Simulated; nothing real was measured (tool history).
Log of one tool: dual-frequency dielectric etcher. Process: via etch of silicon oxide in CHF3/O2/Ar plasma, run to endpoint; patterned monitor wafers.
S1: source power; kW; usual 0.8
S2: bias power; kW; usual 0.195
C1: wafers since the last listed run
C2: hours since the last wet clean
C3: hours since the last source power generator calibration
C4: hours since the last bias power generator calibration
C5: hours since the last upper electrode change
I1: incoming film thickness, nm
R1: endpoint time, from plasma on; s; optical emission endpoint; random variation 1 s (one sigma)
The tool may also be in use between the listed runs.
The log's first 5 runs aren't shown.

run	hour	S1	S2	C1	C2	C3	C4	C5	I1	R1
# hour 114.6: source power generator calibrated
6	119.3	0.8	0.195	72	294.8	4.7	2092.4	1983.5	748.8	348.8
7	152.5	0.8	0.218	203	328	37.9	2125.6	2016.7	734.8	330.6
# hour 207.7: wet clean of the chamber
8	220	0.8	0.195	267	12.3	105.4	2193.1	2084.2	748.3	338.7
9	237.5	0.8	0.195	107	29.8	122.9	2210.6	2101.7	747.5	340.2
10	263.2	0.8	0.213	157	55.5	148.6	2236.3	2127.4	745.8	330.7
11	276	0.8	0.226	78	68.3	161.4	2249.1	2140.2	746.4	321.3
12	296.9	0.8	0.226	128	89.2	182.3	2270	2161.1	744.9	323.6
13	316	0.8	0.195	117	108.3	201.4	2289.1	2180.2	741.9	340.6
14	349.7	0.8	0.195	206	142	235.1	2322.8	2213.9	746.7	345.2
15	382.8	0.71	0.17	203	175.1	268.2	2355.9	2247	744.7	375.7
16	411.7	0.64	0.213	177	204	297.1	2384.8	2275.9	743	358.3
17	447.4	0.86	0.226	219	239.7	332.8	2420.5	2311.6	746.4	319.5
18	464.2	0.65	0.239	103	256.5	349.6	2437.3	2328.4	746.4	344.2
19	515.3	0.8	0.195	313	307.6	400.7	2488.4	2379.5	747.4	349.9
20	530.1	0.92	0.242	90	322.4	415.5	2503.2	2394.3	747.5	306.9
21	545.9	0.91	0.151	96	338.2	431.3	2519	2410.1	748.9	371.7
# hour 565.8: bias power generator calibrated
22	566.3	0.8	0.195	100	358.6	451.7	0.5	2430.5	751	351.8
23	578.5	0.8	0.195	74	370.8	463.9	12.7	2442.7	747.7	351.4
24	593.3	0.66	0.195	90	385.6	478.7	27.5	2457.5	748.4	376.3

The next listed run, before its measurement:
25	613.8	0.85	0.152	125	406.1	499.2	48	2478	742.2	?

Run 25 gave R1 375.5 s.
Without the tool's hidden state the same run would have given R1 361.5 s.
